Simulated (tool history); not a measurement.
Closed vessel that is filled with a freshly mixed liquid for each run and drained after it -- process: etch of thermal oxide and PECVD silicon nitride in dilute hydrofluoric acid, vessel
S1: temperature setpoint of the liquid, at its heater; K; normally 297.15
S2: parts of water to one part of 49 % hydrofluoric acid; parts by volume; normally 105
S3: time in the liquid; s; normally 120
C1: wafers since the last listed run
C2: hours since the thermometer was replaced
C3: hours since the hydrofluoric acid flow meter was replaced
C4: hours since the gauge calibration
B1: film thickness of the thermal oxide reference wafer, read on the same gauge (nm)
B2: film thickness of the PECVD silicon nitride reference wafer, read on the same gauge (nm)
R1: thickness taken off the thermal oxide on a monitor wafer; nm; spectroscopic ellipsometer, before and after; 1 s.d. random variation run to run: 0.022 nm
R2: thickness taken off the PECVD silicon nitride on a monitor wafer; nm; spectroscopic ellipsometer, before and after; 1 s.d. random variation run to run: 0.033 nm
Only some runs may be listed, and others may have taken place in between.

run,hour,S1,S2,S3,C1,C2,C3,C4,B1,B2,R1,R2
1,0,297.15,140,120,0,1776,90.6,277.7,79.94,150.002,3.67,2.519
2,82.1,297.15,105,120,11050,1858.1,172.7,359.8,79.98,149.995,5.11,3.42
3,133.6,297.15,105,120,6931,1909.6,224.2,411.3,79.97,149.999,5.11,3.378
4,193.8,297.15,105,120,8103,1969.8,284.4,471.5,80,150.007,5.08,3.414
5,259.4,297.15,105,140,8829,2035.4,350,537.1,79.99,149.985,5.94,3.95
6,362.4,297.15,105,140,13863,2138.4,453,640.1,79.97,149.999,5.96,3.934
# hour 420.9: thermometer replaced
7,458.8,297.15,105,140,12841,37.9,549.4,736.5,80.01,149.989,5.94,3.955
8,535.6,299.65,135,120,10337,114.7,626.2,813.3,80.04,150.019,4.23,3.174
9,620.6,301.15,105,120,11441,199.7,711.2,898.3,79.99,150.007,5.98,4.336
# hour 675.5: gauge calibrated
# hour 685.2: hydrofluoric acid flow meter replaced
10,723,293.15,80,145,13648,302.1,37.8,47.5,79.99,149.978,7.07,4.139
11,794.3,299.15,105,120,9597,373.4,109.1,118.8,79.99,149.994,5.53,3.893
12,881.7,297.15,105,120,11764,460.8,196.5,206.2,79.97,150.017,5.11,3.397
13,927,297.15,90,100,6097,506.1,241.8,251.5,79.95,150.006,5.04,3.355
14,995.9,295.65,125,190,9274,575,310.7,320.4,80.01,150.005,6.27,4.088

4 options for the next run, each taken on its own from the tool as it stands now. Forecast them:
A,996.6,297.15,105,120,94,575.7,311.4,321.1,?,?,?,?
B,996.6,293.15,55,100,94,575.7,311.4,321.1,?,?,?,?
C,996.6,293.65,105,120,94,575.7,311.4,321.1,?,?,?,?
D,996.6,300.15,105,120,94,575.7,311.4,321.1,?,?,?,?

run,B1,B2,R1,R2
A,79.98,149.985,5.08,3.398
B,79.98,149.985,7.29,4.073
C,79.98,149.985,4.41,2.691
D,79.98,149.985,5.71,4.129
Had the tool no hidden state, the same runs would have come out as:
run,R1,R2
A,5.08,3.398
B,7.29,4.073
C,4.41,2.691
D,5.71,4.129
